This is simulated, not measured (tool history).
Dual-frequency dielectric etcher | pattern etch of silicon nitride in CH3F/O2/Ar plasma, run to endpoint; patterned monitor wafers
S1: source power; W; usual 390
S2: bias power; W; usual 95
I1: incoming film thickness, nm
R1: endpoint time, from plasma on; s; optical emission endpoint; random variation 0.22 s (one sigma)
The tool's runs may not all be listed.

| run | day | S1 | S2 | I1 | R1 |
|---|---|---|---|---|---|
| 1 | 0 | 390 | 95 | 39.23 | 52.2 |
|  | 1.296 | wet clean of the chamber |
| 2 | 2.25 | 390 | 95 | 39.28 | 49.5 |
| 3 | 3.267 | 390 | 95 | 39.03 | 49.5 |
| 4 | 4.562 | 420 | 111 | 39.42 | 44.9 |
| 5 | 8.45 | 420 | 111 | 39.07 | 44.6 |
| 6 | 9.933 | 390 | 95 | 39.13 | 50.8 |
| 7 | 12.896 | 390 | 95 | 39.31 | 50.5 |
| 8 | 14.967 | 390 | 95 | 38.79 | 50.1 |
| 9 | 15.979 | 360 | 95 | 39.04 | 52.2 |
| 10 | 17.862 | 360 | 95 | 39.21 | 52.6 |
| 11 | 19.167 | 390 | 95 | 39.11 | 51.2 |
|  | 22.158 | wet clean of the chamber |
| 12 | 22.179 | 390 | 95 | 38.76 | 49.4 |
| 13 | 22.829 | 390 | 95 | 39.41 | 50.2 |
| 14 | 24.796 | 390 | 95 | 39.16 | 50.4 |
| 15 | 27.238 | 390 | 95 | 39.47 | 51 |
| 16 | 28.929 | 390 | 95 | 38.96 | 50.6 |
|  | 30.562 | upper electrode replaced |
| 17 | 30.583 | 390 | 95 | 39.04 | 50.9 |
| 18 | 34.104 | 390 | 95 | 39.35 | 51.6 |

The next listed run, before its measurement:
| 19 | 35.767 | 330 | 80 | 39.24 | ? |

R1: 59.8 s
Without the tool's hidden state the same run would have given R1 58.1 s.
